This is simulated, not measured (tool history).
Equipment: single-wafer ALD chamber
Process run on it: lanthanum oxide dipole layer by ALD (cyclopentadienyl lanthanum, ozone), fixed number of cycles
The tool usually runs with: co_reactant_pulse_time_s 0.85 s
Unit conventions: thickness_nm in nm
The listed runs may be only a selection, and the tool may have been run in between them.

run,day,co_reactant_pulse_time_s,"read-back reference wafer on the same gauge, thickness_nm",thickness_nm
1,0.000,0.72,0.371,0.396
2,0.525,0.85,0.371,0.447
3,1.129,0.85,0.371,0.450
4,2.788,0.85,0.371,0.445
5,4.242,0.85,0.371,0.450
6,5.271,0.85,0.371,0.449
7,5.812,0.85,0.371,0.449
8,6.483,0.63,0.370,0.339
9,7.042,0.63,0.371,0.336
10,7.742,0.63,0.371,0.337
# day 8.650: ozone generator serviced
11,8.700,0.85,0.371,0.464
12,10.000,0.85,0.371,0.460
# day 10.733: thermocouple changed; heater temperature recalibrated
# day 10.733: showerhead replaced
13,11.458,1.10,0.371,0.514
14,12.762,1.07,0.370,0.509
15,14.012,0.54,0.371,0.275
16,14.717,1.09,0.371,0.512
17,17.358,0.56,0.371,0.294
18,18.279,0.69,0.371,0.381
19,20.908,0.85,0.371,0.445
20,21.975,0.60,0.371,0.316
21,23.054,1.05,0.371,0.502
22,23.983,0.85,0.371,0.450
23,25.033,0.57,0.371,0.296
# day 25.804: gauge calibrated
24,26.254,1.01,0.372,0.490
25,27.275,1.13,0.371,0.521
26,27.871,0.85,0.371,0.449
27,28.971,0.85,0.371,0.448
28,30.588,0.85,0.371,0.448
29,31.254,0.98,0.371,0.490
30,32.146,0.51,0.371,0.238
31,33.267,1.17,0.371,0.515
32,34.071,1.14,0.371,0.516
33,35.521,1.02,0.371,0.492
34,36.396,0.85,0.371,0.448

4 options for the next run, each taken on its own from the tool as it stands now. Forecast them:
A,36.412,0.99,?,?
B,36.412,1.18,?,?
C,36.412,0.53,?,?
D,36.412,0.58,?,?

run,"read-back reference wafer on the same gauge, thickness_nm",thickness_nm
A,0.371,0.485
B,0.371,0.518
C,0.371,0.257
D,0.371,0.300
Without the tool's unlogged condition, the same runs would have read:
run,thickness_nm
A,0.495
B,0.525
C,0.270
D,0.314
